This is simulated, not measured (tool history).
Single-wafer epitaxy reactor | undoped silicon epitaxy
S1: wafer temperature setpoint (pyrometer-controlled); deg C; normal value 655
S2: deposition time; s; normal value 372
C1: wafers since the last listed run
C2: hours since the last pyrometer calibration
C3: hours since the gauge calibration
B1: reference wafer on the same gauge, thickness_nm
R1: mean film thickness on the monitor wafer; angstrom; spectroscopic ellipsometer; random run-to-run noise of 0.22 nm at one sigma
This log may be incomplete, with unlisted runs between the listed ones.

| run | hour | S1 | S2 | C1 | C2 | C3 | B1 | R1 |
|---|---|---|---|---|---|---|---|---|
| 1 | 0.0 | 652 | 372 | 0 | 337.2 | 1291.0 | 60.601 | 575.31 |
| 2 | 49.5 | 655 | 332 | 240 | 386.7 | 1340.5 | 60.538 | 543.65 |
| 3 | 134.9 | 655 | 332 | 415 | 472.1 | 1425.9 | 60.635 | 537.46 |
| 4 | 220.6 | 655 | 332 | 416 | 557.8 | 1511.6 | 60.603 | 539.06 |
| 5 | 432.1 | 655 | 372 | 1028 | 769.3 | 1723.1 | 60.633 | 598.94 |
| 6 | 520.8 | 655 | 372 | 431 | 858.0 | 1811.8 | 60.628 | 596.01 |
| 7 | 560.3 | 655 | 372 | 192 | 897.5 | 1851.3 | 60.570 | 594.06 |
| 8 | 636.6 | 655 | 372 | 371 | 973.8 | 1927.6 | 60.550 | 591.02 |
| 9 | 698.3 | 655 | 372 | 300 | 1035.5 | 1989.3 | 60.637 | 584.42 |
| 10 | 740.1 | 650 | 372 | 203 | 1077.3 | 2031.1 | 60.596 | 534.28 |
| 11 | 821.3 | 650 | 372 | 394 | 1158.5 | 2112.3 | 60.650 | 529.24 |
|  | 847.9 | pyrometer calibrated |
| 12 | 1061.6 | 650 | 372 | 1129 | 213.7 | 2352.6 | 60.628 | 558.35 |
| 13 | 1162.3 | 648 | 415 | 489 | 314.4 | 2453.3 | 60.622 | 595.70 |
|  | 1195.6 | gauge calibrated |
| 14 | 1242.9 | 648 | 415 | 392 | 395.0 | 47.3 | 60.598 | 599.26 |
| 15 | 1338.7 | 648 | 415 | 465 | 490.8 | 143.1 | 60.592 | 592.04 |
| 16 | 1444.2 | 655 | 353 | 513 | 596.3 | 248.6 | 60.616 | 579.28 |
| 17 | 1536.6 | 655 | 353 | 449 | 688.7 | 341.0 | 60.579 | 576.75 |
| 18 | 1600.5 | 655 | 353 | 310 | 752.6 | 404.9 | 60.576 | 569.42 |
| 19 | 1645.7 | 655 | 372 | 219 | 797.8 | 450.1 | 60.573 | 604.18 |
| 20 | 1750.0 | 642 | 404 | 507 | 902.1 | 554.4 | 60.598 | 507.45 |
|  | 1768.8 | pyrometer calibrated |
| 21 | 1807.0 | 648 | 412 | 238 | 38.2 | 611.4 | 60.595 | 597.39 |
| 22 | 1890.9 | 645 | 302 | 408 | 122.1 | 695.3 | 60.594 | 414.44 |
| 23 | 1953.3 | 655 | 343 | 303 | 184.5 | 757.7 | 60.621 | 569.49 |
| 24 | 2009.5 | 655 | 372 | 273 | 240.7 | 813.9 | 60.541 | 613.61 |
| 25 | 2111.2 | 663 | 437 | 494 | 342.4 | 915.6 | 60.630 | 838.89 |
| 26 | 2169.2 | 643 | 335 | 282 | 400.4 | 973.6 | 60.641 | 438.71 |
| 27 | 2218.8 | 655 | 372 | 241 | 450.0 | 1023.2 | 60.621 | 613.49 |
| 28 | 2293.3 | 646 | 428 | 362 | 524.5 | 1097.7 | 60.621 | 591.71 |
| 29 | 2381.1 | 644 | 372 | 427 | 612.3 | 1185.5 | 60.577 | 494.70 |
| 30 | 2485.3 | 642 | 337 | 506 | 716.5 | 1289.7 | 60.543 | 425.50 |
| 31 | 2566.2 | 662 | 426 | 393 | 797.4 | 1370.6 | 60.603 | 787.05 |
| 32 | 2639.2 | 648 | 415 | 355 | 870.4 | 1443.6 | 60.637 | 587.46 |
| 33 | 2706.4 | 665 | 401 | 326 | 937.6 | 1510.8 | 60.583 | 776.03 |
|  | 2722.9 | pyrometer calibrated |
| 34 | 2801.4 | 655 | 372 | 423 | 78.5 | 1605.8 | 60.590 | 612.66 |
| 35 | 2839.2 | 655 | 372 | 183 | 116.3 | 1643.6 | 60.609 | 615.99 |
| 36 | 2878.9 | 661 | 326 | 193 | 156.0 | 1683.3 | 60.601 | 600.89 |
| 37 | 2968.8 | 648 | 412 | 437 | 245.9 | 1773.2 | 60.624 | 589.53 |

A few steps of R1 between consecutive runs. Split each: what settings, incoming material and random variation would produce without the hidden state, and what is left over for the hidden state, along with gauge scatter present in only one of the two compared results (measured, and without hidden state):
Hidden state at play: wafer temperature above the value expected at the setpoint (K); gauge reads high (%).
Run 11 -> 12: pyrometer calibrated. R1 +29.11 angstrom: hidden state +32.37, all else -3.26.
Run 20 -> 21: S1 642 -> 648, S2 404 -> 412, pyrometer calibrated. R1 +89.94 angstrom: hidden state +15.76, all else +74.18.
Run 24 -> 25: S1 655 -> 663, S2 372 -> 437. R1 +225.28 angstrom: hidden state -1.19, all else +226.47.
Run 25 -> 26: S1 663 -> 643, S2 437 -> 335. R1 -400.18 angstrom: hidden state -0.96, all else -399.22.
Run 30 -> 31: S1 642 -> 662, S2 337 -> 426. R1 +361.55 angstrom: hidden state -8.33, all else +369.88.
Run 33 -> 34: S1 665 -> 655, S2 401 -> 372, pyrometer calibrated. R1 -163.37 angstrom: hidden state +21.51, all else -184.88.
